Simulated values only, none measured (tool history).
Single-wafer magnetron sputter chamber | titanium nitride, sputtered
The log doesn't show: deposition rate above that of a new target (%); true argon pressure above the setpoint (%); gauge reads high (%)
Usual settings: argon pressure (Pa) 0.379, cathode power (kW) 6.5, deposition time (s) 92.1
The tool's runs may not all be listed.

| run | hour | argon pressure (Pa) | cathode power (kW) | deposition time (s) | wafers since the last listed run | wafers on the sputter target | hours since the last manometer calibration | hours since the magnet pack was replaced | hours since the gauge calibration | read-back reference wafer on the same gauge, thickness_nm | mean film thickness on the monitor wafer (Å) |
|---|---|---|---|---|---|---|---|---|---|---|---|
| 1 | 0 | 0.379 | 6.5 | 92.1 | 0 | 868 | 2564.3 | 10899 | 207.2 | 96.012 | 1130.82 |
| 2 | 50.4 | 0.379 | 7.55 | 92.1 | 701 | 1569 | 2614.7 | 10949.4 | 257.6 | 96.003 | 1306.7 |
| 3 | 75.2 | 0.449 | 6.5 | 103.7 | 345 | 1914 | 2639.5 | 10974.2 | 282.4 | 95.939 | 1230.71 |
| 4 | 108.9 | 0.379 | 6.5 | 92.1 | 468 | 2383 | 2673.2 | 11007.9 | 316.1 | 96.034 | 1120.89 |
|  | 131.2 | sputter target and shields replaced |
| 5 | 131.7 | 0.379 | 6.5 | 92.1 | 205 | 7 | 2696 | 11030.7 | 338.9 | 95.941 | 1138.11 |
| 6 | 148 | 0.379 | 6.5 | 92.1 | 226 | 233 | 2712.3 | 11047 | 355.2 | 95.993 | 1131.16 |
| 7 | 181.8 | 0.379 | 6.5 | 92.1 | 470 | 704 | 2746.1 | 11080.8 | 389 | 95.888 | 1136.69 |
| 8 | 216 | 0.379 | 6.5 | 92.1 | 475 | 1180 | 2780.3 | 11115 | 423.2 | 96.012 | 1127.99 |
| 9 | 301.2 | 0.379 | 6.5 | 92.1 | 1185 | 2366 | 2865.5 | 11200.2 | 508.4 | 96.044 | 1123.23 |
| 10 | 316.2 | 0.289 | 5.9 | 92.1 | 208 | 2574 | 2880.5 | 11215.2 | 523.4 | 95.956 | 1062.02 |
|  | 329.7 | sputter target and shields replaced |
| 11 | 351.6 | 0.444 | 5.9 | 92.1 | 381 | 304 | 2915.9 | 11250.6 | 558.8 | 95.967 | 998.74 |
|  | 376.8 | gauge calibrated |
| 12 | 380.3 | 0.444 | 5.9 | 92.1 | 399 | 703 | 2944.6 | 11279.3 | 3.5 | 95.988 | 997.43 |
| 13 | 415.3 | 0.444 | 5.9 | 92.1 | 487 | 1190 | 2979.6 | 11314.3 | 38.5 | 95.942 | 1003.37 |
| 14 | 441.9 | 0.379 | 6.5 | 82.8 | 370 | 1561 | 3006.2 | 11340.9 | 65.1 | 96.029 | 1015.21 |
| 15 | 471.4 | 0.379 | 6.5 | 82.8 | 410 | 1971 | 3035.7 | 11370.4 | 94.6 | 95.994 | 1016.02 |
| 16 | 488.3 | 0.379 | 6.5 | 82.8 | 235 | 2206 | 3052.6 | 11387.3 | 111.5 | 95.944 | 1007.69 |
|  | 505.4 | sputter target and shields replaced |
|  | 513.7 | magnet pack replaced |
| 17 | 515.2 | 0.379 | 6.5 | 82.8 | 151 | 25 | 3079.5 | 1.5 | 138.4 | 95.971 | 1020.85 |
| 18 | 528.1 | 0.379 | 6.5 | 92.1 | 179 | 204 | 3092.4 | 14.4 | 151.3 | 96.006 | 1130.18 |
|  | 544.6 | capacitance manometer re-zeroed and calibrated |
| 19 | 553.7 | 0.498 | 7.55 | 74.9 | 244 | 449 | 9.1 | 40 | 176.9 | 96.013 | 1015.96 |
| 20 | 591.5 | 0.468 | 7.7 | 100.7 | 526 | 975 | 46.9 | 77.8 | 214.7 | 96.022 | 1405.01 |
| 21 | 613.8 | 0.324 | 5.7 | 92.1 | 310 | 1286 | 69.2 | 100.1 | 237 | 96.009 | 1019.85 |
| 22 | 648.4 | 0.379 | 6.5 | 92.1 | 481 | 1767 | 103.8 | 134.7 | 271.6 | 96.092 | 1120 |
| 23 | 671.7 | 0.278 | 6.5 | 106.4 | 324 | 2092 | 127.1 | 158 | 294.9 | 96.006 | 1352.25 |
|  | 681.7 | sputter target and shields replaced |
| 24 | 702.7 | 0.298 | 4.95 | 106.1 | 320 | 292 | 158.1 | 189 | 325.9 | 95.978 | 1028.88 |
| 25 | 784.8 | 0.496 | 7.85 | 92.1 | 1142 | 1434 | 240.2 | 271.1 | 408 | 96.06 | 1299.31 |
| 26 | 820.1 | 0.379 | 8.1 | 75.2 | 491 | 1926 | 275.5 | 306.4 | 443.3 | 96.025 | 1138.82 |
| 27 | 835.3 | 0.379 | 6.5 | 92.1 | 211 | 2137 | 290.7 | 321.6 | 458.5 | 96.106 | 1116.64 |
| 28 | 861.7 | 0.433 | 7.85 | 83.4 | 367 | 2505 | 317.1 | 348 | 484.9 | 95.978 | 1189.05 |
|  | 884.7 | sputter target and shields replaced |
| 29 | 885.2 | 0.379 | 6.5 | 106.7 | 215 | 7 | 340.6 | 371.5 | 508.4 | 96.033 | 1313.6 |
| 30 | 899.7 | 0.462 | 7.6 | 97.8 | 201 | 208 | 355.1 | 386 | 522.9 | 95.933 | 1353.52 |
| 31 | 925.1 | 0.475 | 7.05 | 99.4 | 353 | 562 | 380.5 | 411.4 | 548.3 | 95.974 | 1280.62 |
|  | 926.8 | gauge calibrated |
| 32 | 955.4 | 0.266 | 6.05 | 92.1 | 421 | 984 | 410.8 | 441.7 | 28.6 | 95.943 | 1112.59 |

Hidden state at the last listed run before each entry between runs and at the first one after, where it differs:
Between runs 4 and 5: sputter target and shields replaced (hour 131.2)
  deposition rate above that of a new target (%): -1.32 -> -0.173
  measured less the result without the state, mean film thickness on the monitor wafer (Å): -14.96 -> -1.98
Between runs 10 and 11: sputter target and shields replaced (hour 329.7)
  deposition rate above that of a new target (%): -1.61 -> -0.0707
  measured less the result without the state, mean film thickness on the monitor wafer (Å): -17.36 -> -0.71
Between runs 11 and 12: gauge calibrated (hour 376.8)
  deposition rate above that of a new target (%): -0.0707 -> -0.158
  measured less the result without the state, mean film thickness on the monitor wafer (Å): -0.71 -> -1.58
Between runs 16 and 17: sputter target and shields replaced (hour 505.4); magnet pack replaced (hour 513.7)
  deposition rate above that of a new target (%): -1.1 -> -0.0963
  measured less the result without the state, mean film thickness on the monitor wafer (Å): -11.26 -> -0.99
Between runs 18 and 19: capacitance manometer re-zeroed and calibrated (hour 544.6)
  deposition rate above that of a new target (%): -0.114 -> -0.19
  measured less the result without the state, mean film thickness on the monitor wafer (Å): -1.29 -> -1.94
Between runs 23 and 24: sputter target and shields replaced (hour 681.7)
  deposition rate above that of a new target (%): -1.25 -> -0.329
  measured less the result without the state, mean film thickness on the monitor wafer (Å): -17.15 -> -3.4
Between runs 28 and 29: sputter target and shields replaced (hour 884.7)
  deposition rate above that of a new target (%): -1.67 -> -0.0633
  measured less the result without the state, mean film thickness on the monitor wafer (Å): -20.18 -> -0.83
Between runs 31 and 32: gauge calibrated (hour 926.8)
  deposition rate above that of a new target (%): -0.132 -> -0.273
  measured less the result without the state, mean film thickness on the monitor wafer (Å): -1.69 -> -3.04

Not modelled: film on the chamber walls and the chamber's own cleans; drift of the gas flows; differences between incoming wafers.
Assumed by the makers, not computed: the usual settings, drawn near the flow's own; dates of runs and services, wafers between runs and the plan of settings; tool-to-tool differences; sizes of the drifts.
